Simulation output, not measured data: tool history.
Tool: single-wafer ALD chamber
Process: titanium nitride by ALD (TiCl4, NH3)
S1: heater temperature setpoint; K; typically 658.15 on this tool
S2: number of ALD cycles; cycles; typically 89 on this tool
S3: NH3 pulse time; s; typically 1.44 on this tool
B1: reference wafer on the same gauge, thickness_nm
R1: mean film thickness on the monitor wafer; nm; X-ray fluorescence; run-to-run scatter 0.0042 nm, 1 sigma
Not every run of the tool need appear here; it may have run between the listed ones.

run	hour	S1	S2	S3	B1	R1
1	0.0	658.15	89	1.44	1.366	1.692
2	23.6	658.15	89	1.44	1.365	1.696
3	127.3	658.15	89	1.44	1.363	1.695
4	162.4	658.15	89	1.44	1.362	1.681
5	191.0	650.15	89	1.44	1.360	1.663
6	221.4	658.15	84	1.70	1.360	1.607
7	247.3	658.15	89	1.12	1.359	1.656
8	294.6	658.15	89	1.12	1.358	1.658
9	312.0	658.15	89	1.12	1.357	1.650
10	344.5	658.15	89	1.13	1.356	1.651
# hour 358.2: thermocouple changed; heater temperature recalibrated
11	379.3	658.15	89	1.13	1.355	1.655
12	399.5	658.15	89	1.44	1.354	1.676
13	420.2	658.15	89	1.44	1.354	1.679
14	443.2	658.15	89	1.44	1.354	1.677
15	462.6	658.15	89	1.44	1.353	1.673
16	480.5	658.15	77	1.44	1.353	1.454
17	510.3	658.15	77	1.44	1.351	1.452
# hour 513.7: gauge calibrated
18	538.8	658.15	77	1.44	1.369	1.470
19	553.3	658.15	101	1.44	1.370	1.927
20	574.9	658.15	71	1.64	1.368	1.363
21	600.0	658.15	89	1.44	1.368	1.693
# hour 622.2: showerhead replaced
22	622.7	666.15	100	1.86	1.367	1.944
23	654.4	658.15	78	1.44	1.366	1.479
24	669.1	658.15	89	1.44	1.365	1.692
25	684.2	658.15	83	1.74	1.365	1.594
26	717.7	667.15	79	1.85	1.365	1.538
27	743.6	658.15	89	1.04	1.363	1.654
28	766.9	658.15	72	1.44	1.363	1.368
29	797.6	658.15	89	1.44	1.361	1.688
30	817.9	647.15	89	1.94	1.361	1.695
31	839.3	658.15	89	1.44	1.361	1.690
32	855.4	658.15	78	1.96	1.360	1.509
33	872.5	673.15	83	1.44	1.360	1.602
34	889.6	658.15	89	1.08	1.360	1.644
35	906.4	651.15	98	1.25	1.358	1.817
36	939.3	658.15	89	1.44	1.358	1.688
37	961.3	666.15	89	1.44	1.357	1.694
38	990.9	643.15	89	1.88	1.356	1.665

Branching from run 38: 4 alternative next runs. What would each branch give?
A	991.5	658.15	79	1.44	?	?
B	991.5	651.15	89	1.44	?	?
C	991.5	649.15	96	1.28	?	?
D	991.5	645.15	89	1.19	?	?

run	B1	R1
A	1.357	1.487
B	1.357	1.659
C	1.357	1.768
D	1.357	1.611
Stripped of hidden state, with their random variation kept, the same runs would have yielded:
run	R1
A	1.502
B	1.676
C	1.786
D	1.627

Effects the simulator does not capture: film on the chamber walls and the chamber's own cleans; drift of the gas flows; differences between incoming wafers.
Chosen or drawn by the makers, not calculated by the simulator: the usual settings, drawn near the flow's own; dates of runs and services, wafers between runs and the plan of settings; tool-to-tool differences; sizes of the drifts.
